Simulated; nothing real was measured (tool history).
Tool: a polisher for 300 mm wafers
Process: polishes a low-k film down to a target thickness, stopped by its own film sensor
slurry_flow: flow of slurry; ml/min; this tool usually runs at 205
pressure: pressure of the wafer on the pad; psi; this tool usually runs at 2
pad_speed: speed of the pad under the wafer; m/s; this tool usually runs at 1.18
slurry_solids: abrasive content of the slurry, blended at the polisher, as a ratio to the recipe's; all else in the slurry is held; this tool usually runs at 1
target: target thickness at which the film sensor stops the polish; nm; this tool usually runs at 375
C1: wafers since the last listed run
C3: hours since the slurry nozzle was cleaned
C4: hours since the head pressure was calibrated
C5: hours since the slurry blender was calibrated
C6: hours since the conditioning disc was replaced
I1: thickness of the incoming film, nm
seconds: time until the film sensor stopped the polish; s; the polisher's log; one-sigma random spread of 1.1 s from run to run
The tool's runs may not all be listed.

run 1 day=0 | slurry_flow=205 pressure=2 pad_speed=1.18 slurry_solids=1 target=375 | C1=0 wafers_polished_on_this_pad=1103 C3=179.7 C4=305.6 C5=152.5 C6=202.5 | I1=419.5 | seconds=87.4
-- day=0.492 conditioning disc replaced and pad reconditioned
run 2 day=1.667 | slurry_flow=205 pressure=2 pad_speed=1.18 slurry_solids=1 target=375 | C1=434 wafers_polished_on_this_pad=1538 C3=219.7 C4=345.6 C5=192.5 C6=28.2 | I1=423.6 | seconds=95.6
-- day=2 slurry blender recalibrated
run 3 day=3.35 | slurry_flow=205 pressure=2 pad_speed=1.18 slurry_solids=1 target=375 | C1=439 wafers_polished_on_this_pad=1977 C3=260.1 C4=386 C5=32.4 C6=68.6 | I1=418.6 | seconds=84.6
run 4 day=4.908 | slurry_flow=205 pressure=1.5 pad_speed=1.18 slurry_solids=1 target=375 | C1=427 wafers_polished_on_this_pad=2405 C3=297.5 C4=423.4 C5=69.8 C6=106 | I1=423.1 | seconds=125.9
-- day=5.783 worn pad replaced by a new one
run 5 day=7.779 | slurry_flow=205 pressure=1.5 pad_speed=1.18 slurry_solids=1 target=375 | C1=742 wafers_polished_on_this_pad=547 C3=366.4 C4=492.3 C5=138.7 C6=174.9 | I1=427.7 | seconds=140.3
-- day=8.508 conditioning disc replaced and pad reconditioned
run 6 day=9.171 | slurry_flow=205 pressure=1.5 pad_speed=1.18 slurry_solids=1 target=375 | C1=359 wafers_polished_on_this_pad=906 C3=399.8 C4=525.7 C5=172.1 C6=15.9 | I1=417.6 | seconds=110.7
run 7 day=10.925 | slurry_flow=205 pressure=2 pad_speed=1.18 slurry_solids=1.2 target=375 | C1=481 wafers_polished_on_this_pad=1388 C3=441.9 C4=567.8 C5=214.2 C6=58 | I1=420.7 | seconds=83.4
-- day=11.408 slurry blender recalibrated
run 8 day=12.988 | slurry_flow=205 pressure=2 pad_speed=1.18 slurry_solids=1.2 target=375 | C1=543 wafers_polished_on_this_pad=1931 C3=491.4 C4=617.3 C5=37.9 C6=107.5 | I1=418.4 | seconds=76.6
run 9 day=14.254 | slurry_flow=205 pressure=2 pad_speed=1.18 slurry_solids=1.2 target=375 | C1=347 wafers_polished_on_this_pad=2279 C3=521.8 C4=647.7 C5=68.3 C6=137.9 | I1=417.4 | seconds=76.2
-- day=15.404 worn pad replaced by a new one
run 10 day=16.904 | slurry_flow=205 pressure=2 pad_speed=1.38 slurry_solids=1 target=375 | C1=681 wafers_polished_on_this_pad=411 C3=585.4 C4=711.3 C5=131.9 C6=201.5 | I1=418.1 | seconds=75.4
-- day=17.329 conditioning disc replaced and pad reconditioned
run 11 day=18.292 | slurry_flow=205 pressure=2 pad_speed=1.38 slurry_solids=1 target=375 | C1=358 wafers_polished_on_this_pad=769 C3=618.7 C4=744.6 C5=165.2 C6=23.1 | I1=423.7 | seconds=85.6
run 12 day=19.392 | slurry_flow=245 pressure=2 pad_speed=1.18 slurry_solids=1.3 target=375 | C1=301 wafers_polished_on_this_pad=1071 C3=645.1 C4=771 C5=191.6 C6=49.5 | I1=412.1 | seconds=61.8
-- day=21.154 slurry nozzle cleaned
run 13 day=21.838 | slurry_flow=205 pressure=1.5 pad_speed=1.18 slurry_solids=1.1 target=370 | C1=659 wafers_polished_on_this_pad=1731 C3=16.4 C4=829.7 C5=250.3 C6=108.2 | I1=419.4 | seconds=122.3
-- day=22.188 slurry blender recalibrated
-- day=24.575 worn pad replaced by a new one
-- day=26.238 conditioning disc replaced and pad reconditioned
run 14 day=26.408 | slurry_flow=240 pressure=2.2 pad_speed=1.5 slurry_solids=1.2 target=375 | C1=1163 wafers_polished_on_this_pad=480 C3=126.1 C4=939.4 C5=101.3 C6=4.1 | I1=421.2 | seconds=60.6
run 15 day=27.412 | slurry_flow=205 pressure=2 pad_speed=1.18 slurry_solids=1 target=375 | C1=275 wafers_polished_on_this_pad=756 C3=150.2 C4=963.5 C5=125.4 C6=28.2 | I1=416.8 | seconds=82.3
run 16 day=30.008 | slurry_flow=230 pressure=2.6 pad_speed=0.8 slurry_solids=1.15 target=375 | C1=712 wafers_polished_on_this_pad=1468 C3=212.5 C4=1025.8 C5=187.7 C6=90.5 | I1=419.5 | seconds=83.1
-- day=30.767 slurry blender recalibrated
run 17 day=32.792 | slurry_flow=150 pressure=2 pad_speed=1.18 slurry_solids=1 target=382 | C1=741 wafers_polished_on_this_pad=2209 C3=279.3 C4=1092.6 C5=48.6 C6=157.3 | I1=426.4 | seconds=92.1
-- day=34.808 worn pad replaced by a new one
-- day=35.783 conditioning disc replaced and pad reconditioned
run 18 day=35.804 | slurry_flow=160 pressure=2 pad_speed=1.44 slurry_solids=1 target=367 | C1=758 wafers_polished_on_this_pad=250 C3=351.6 C4=1164.9 C5=120.9 C6=0.5 | I1=419 | seconds=91
-- day=36.529 head pressure recalibrated
run 19 day=36.938 | slurry_flow=245 pressure=2 pad_speed=1.48 slurry_solids=1 target=375 | C1=288 wafers_polished_on_this_pad=538 C3=378.8 C4=9.8 C5=148.1 C6=27.7 | I1=423.6 | seconds=77.8
-- day=40.267 slurry blender recalibrated
run 20 day=40.583 | slurry_flow=265 pressure=2 pad_speed=1.18 slurry_solids=1.25 target=361 | C1=977 wafers_polished_on_this_pad=1516 C3=466.3 C4=97.3 C5=7.6 C6=115.2 | I1=426.6 | seconds=111.1
run 21 day=42.825 | slurry_flow=205 pressure=2 pad_speed=1.18 slurry_solids=1 target=375 | C1=615 wafers_polished_on_this_pad=2131 C3=520.1 C4=151.1 C5=61.4 C6=169 | I1=415.8 | seconds=81
-- day=43.888 worn pad replaced by a new one
-- day=44.533 conditioning disc replaced and pad reconditioned
run 22 day=44.612 | slurry_flow=205 pressure=2 pad_speed=1.18 slurry_solids=1 target=375 | C1=422 wafers_polished_on_this_pad=176 C3=563 C4=194 C5=104.3 C6=1.9 | I1=422 | seconds=93.1
run 23 day=46.896 | slurry_flow=205 pressure=2 pad_speed=1.18 slurry_solids=1.2 target=375 | C1=626 wafers_polished_on_this_pad=803 C3=617.8 C4=248.8 C5=159.1 C6=56.7 | I1=419.3 | seconds=79.7

3 options for the next run, each taken on its own from the tool as it stands now. Forecast them:
run A day=46.912 | slurry_flow=205 pressure=1.4 pad_speed=1.18 slurry_solids=1 target=375 | C1=4 wafers_polished_on_this_pad=807 C3=618.2 C4=249.2 C5=159.5 C6=57.1 | I1=423.9 | seconds=?
run B day=46.912 | slurry_flow=230 pressure=2 pad_speed=1.18 slurry_solids=1 target=390 | C1=4 wafers_polished_on_this_pad=807 C3=618.2 C4=249.2 C5=159.5 C6=57.1 | I1=423.9 | seconds=?
run C day=46.912 | slurry_flow=265 pressure=2 pad_speed=1.48 slurry_solids=1 target=375 | C1=4 wafers_polished_on_this_pad=807 C3=618.2 C4=249.2 C5=159.5 C6=57.1 | I1=423.9 | seconds=?

run=A seconds=139
run=B seconds=66.4
run=C seconds=78.6
Stripped of hidden state, with their random variation kept, the same runs would have yielded:
run=A seconds=139
run=B seconds=66.4
run=C seconds=78.6
